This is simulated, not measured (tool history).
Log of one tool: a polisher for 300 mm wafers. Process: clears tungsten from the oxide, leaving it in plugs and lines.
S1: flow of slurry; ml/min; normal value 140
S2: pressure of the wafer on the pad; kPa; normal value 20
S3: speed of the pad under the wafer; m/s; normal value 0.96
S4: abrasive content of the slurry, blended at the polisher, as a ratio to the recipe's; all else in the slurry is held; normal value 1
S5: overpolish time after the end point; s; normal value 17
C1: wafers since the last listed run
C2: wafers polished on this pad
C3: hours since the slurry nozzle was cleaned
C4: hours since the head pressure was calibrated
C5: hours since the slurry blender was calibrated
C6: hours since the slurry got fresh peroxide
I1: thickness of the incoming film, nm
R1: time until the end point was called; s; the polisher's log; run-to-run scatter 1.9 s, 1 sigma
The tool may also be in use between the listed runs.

run 1 hour=0 | S1=140 S2=15.2 S3=0.96 S4=1 S5=17 | C1=0 C2=2125 C3=541.7 C4=446.4 C5=368.4 C6=128.6 | I1=432 | R1=124.7
-- hour=21.1 slurry blender recalibrated
run 2 hour=51.3 | S1=140 S2=15.2 S3=0.96 S4=1 S5=17 | C1=465 C2=2591 C3=593 C4=497.7 C5=30.2 C6=179.9 | I1=430.3 | R1=130.3
-- hour=132.4 worn pad replaced by a new one
run 3 hour=149 | S1=140 S2=20 S3=0.96 S4=1.15 S5=17 | C1=885 C2=156 C3=690.7 C4=595.4 C5=127.9 C6=277.6 | I1=429.6 | R1=100.2
run 4 hour=212.3 | S1=140 S2=20 S3=0.96 S4=1.15 S5=17 | C1=598 C2=754 C3=754 C4=658.7 C5=191.2 C6=340.9 | I1=425.2 | R1=101
-- hour=231.6 slurry tank refilled with fresh slurry and peroxide
-- hour=242.3 slurry nozzle cleaned
run 5 hour=302.3 | S1=140 S2=20 S3=0.96 S4=1.15 S5=17 | C1=831 C2=1586 C3=60 C4=748.7 C5=281.2 C6=70.7 | I1=428.3 | R1=96.2
-- hour=359.4 slurry blender recalibrated
run 6 hour=406.2 | S1=140 S2=20 S3=0.96 S4=1.15 S5=20 | C1=962 C2=2549 C3=163.9 C4=852.6 C5=46.8 C6=174.6 | I1=429.4 | R1=91.6
-- hour=416.9 worn pad replaced by a new one
-- hour=523.1 slurry tank refilled with fresh slurry and peroxide
run 7 hour=624.7 | S1=140 S2=20 S3=0.96 S4=1.15 S5=20 | C1=2017 C2=1954 C3=382.4 C4=1071.1 C5=265.3 C6=101.6 | I1=427.2 | R1=96.7
run 8 hour=712.4 | S1=140 S2=20 S3=0.96 S4=1.15 S5=20 | C1=828 C2=2783 C3=470.1 C4=1158.8 C5=353 C6=189.3 | I1=421.3 | R1=96.3
-- hour=737.5 slurry blender recalibrated
-- hour=750.4 worn pad replaced by a new one
run 9 hour=801.9 | S1=110 S2=20 S3=0.96 S4=1 S5=12 | C1=788 C2=486 C3=559.6 C4=1248.3 C5=64.4 C6=278.8 | I1=432.5 | R1=109.1
-- hour=817.4 slurry tank refilled with fresh slurry and peroxide
run 10 hour=843.5 | S1=110 S2=20 S3=0.96 S4=1 S5=12 | C1=383 C2=869 C3=601.2 C4=1289.9 C5=106 C6=26.1 | I1=430.4 | R1=105.4
run 11 hour=933.5 | S1=140 S2=20 S3=0.96 S4=1 S5=17 | C1=850 C2=1720 C3=691.2 C4=1379.9 C5=196 C6=116.1 | I1=418 | R1=95.3
run 12 hour=1007.4 | S1=140 S2=20 S3=0.96 S4=1 S5=22 | C1=698 C2=2418 C3=765.1 C4=1453.8 C5=269.9 C6=190 | I1=421.1 | R1=102.7
-- hour=1026.9 slurry nozzle cleaned
-- hour=1037.2 slurry blender recalibrated
-- hour=1078.4 head pressure recalibrated
-- hour=1108.4 worn pad replaced by a new one
-- hour=1177.4 slurry tank refilled with fresh slurry and peroxide
run 13 hour=1190.8 | S1=110 S2=20 S3=0.74 S4=0.8 S5=25 | C1=1638 C2=768 C3=163.9 C4=112.4 C5=153.6 C6=13.4 | I1=426.7 | R1=162.6
run 14 hour=1262.5 | S1=110 S2=20 S3=0.72 S4=0.8 S5=22 | C1=677 C2=1446 C3=235.6 C4=184.1 C5=225.3 C6=85.1 | I1=422.1 | R1=167.9
-- hour=1280.8 slurry nozzle cleaned, repeated, since the last time left the tool worse
run 15 hour=1316.7 | S1=155 S2=17.9 S3=0.64 S4=1 S5=14 | C1=502 C2=1949 C3=35.9 C4=238.3 C5=279.5 C6=139.3 | I1=424.4 | R1=139.1
-- hour=1370.6 slurry blender recalibrated
run 16 hour=1414.7 | S1=140 S2=26.9 S3=0.96 S4=1 S5=7 | C1=907 C2=2856 C3=133.9 C4=336.3 C5=44.1 C6=237.3 | I1=432.6 | R1=76.2
-- hour=1450.7 worn pad replaced by a new one
run 17 hour=1455.6 | S1=140 S2=20 S3=0.96 S4=1 S5=17 | C1=348 C2=46 C3=174.8 C4=377.2 C5=85 C6=278.2 | I1=420.8 | R1=95.7
-- hour=1516.3 slurry tank refilled with fresh slurry and peroxide
run 18 hour=1558.6 | S1=140 S2=20 S3=0.96 S4=1 S5=26 | C1=963 C2=1010 C3=277.8 C4=480.2 C5=188 C6=42.3 | I1=422.5 | R1=96.8
run 19 hour=1607.9 | S1=175 S2=20 S3=0.84 S4=1 S5=17 | C1=465 C2=1476 C3=327.1 C4=529.5 C5=237.3 C6=91.6 | I1=428.1 | R1=108.6
run 20 hour=1650.5 | S1=140 S2=20 S3=1.26 S4=0.8 S5=9 | C1=402 C2=1878 C3=369.7 C4=572.1 C5=279.9 C6=134.2 | I1=422.8 | R1=78.5

Across each entry between runs, compare the hidden state at the last listed run before it with the hidden state at the first listed run after it:
Runs 1 to 2: slurry blender recalibrated (hour 21.1)
  slurry flow missing at the pad, %: 16.8 -> 19.2
  measured minus no-state result, R1: +4.5 -> +5.6 s
Runs 2 to 3: worn pad replaced by a new one (hour 132.4)
  slurry flow missing at the pad, %: 19.2 -> 24.3
  measured minus no-state result, R1: +5.6 -> +5.8 s
Runs 4 to 5: slurry tank refilled with fresh slurry and peroxide (hour 231.6); slurry nozzle cleaned (hour 242.3)
  slurry flow missing at the pad, %: 28.1 -> 2.66
  measured minus no-state result, R1: +7 -> +0.5 s
Runs 5 to 6: slurry blender recalibrated (hour 359.4)
  slurry flow missing at the pad, %: 2.66 -> 3.61
  measured minus no-state result, R1: +0.5 -> +0.7 s
Runs 6 to 7: worn pad replaced by a new one (hour 416.9); slurry tank refilled with fresh slurry and peroxide (hour 523.1)
  slurry flow missing at the pad, %: 3.61 -> 8.51
  measured minus no-state result, R1: +0.7 -> +1.7 s
Runs 8 to 9: slurry blender recalibrated (hour 737.5); worn pad replaced by a new one (hour 750.4)
  slurry flow missing at the pad, %: 11.6 -> 15.4
  measured minus no-state result, R1: +2.3 -> +4.4 s
Runs 9 to 10: slurry tank refilled with fresh slurry and peroxide (hour 817.4)
  slurry flow missing at the pad, %: 15.4 -> 17.3
  measured minus no-state result, R1: +4.4 -> +5 s
Runs 12 to 13: slurry nozzle cleaned (hour 1026.9); slurry blender recalibrated (hour 1037.2); head pressure recalibrated (hour 1078.4); worn pad replaced by a new one (hour 1108.4); slurry tank refilled with fresh slurry and peroxide (hour 1177.4)
  slurry flow missing at the pad, %: 26.5 -> 50.5
  measured minus no-state result, R1: +6.6 -> +32.8 s
Runs 14 to 15: slurry nozzle cleaned, repeated, since the last time left the tool worse (hour 1280.8)
  slurry flow missing at the pad, %: 51.7 -> 0.453
  measured minus no-state result, R1: +35.3 -> +0.1 s
Runs 15 to 16: slurry blender recalibrated (hour 1370.6)
  slurry flow missing at the pad, %: 0.453 -> 1.13
  measured minus no-state result, R1: +0.1 -> +0.2 s
Runs 16 to 17: worn pad replaced by a new one (hour 1450.7)
  slurry flow missing at the pad, %: 1.13 -> 1.65
  measured minus no-state result, R1: +0.2 -> +0.3 s
Runs 17 to 18: slurry tank refilled with fresh slurry and peroxide (hour 1516.3)
  slurry flow missing at the pad, %: 1.65 -> 3.56
  measured minus no-state result, R1: +0.3 -> +0.6 s
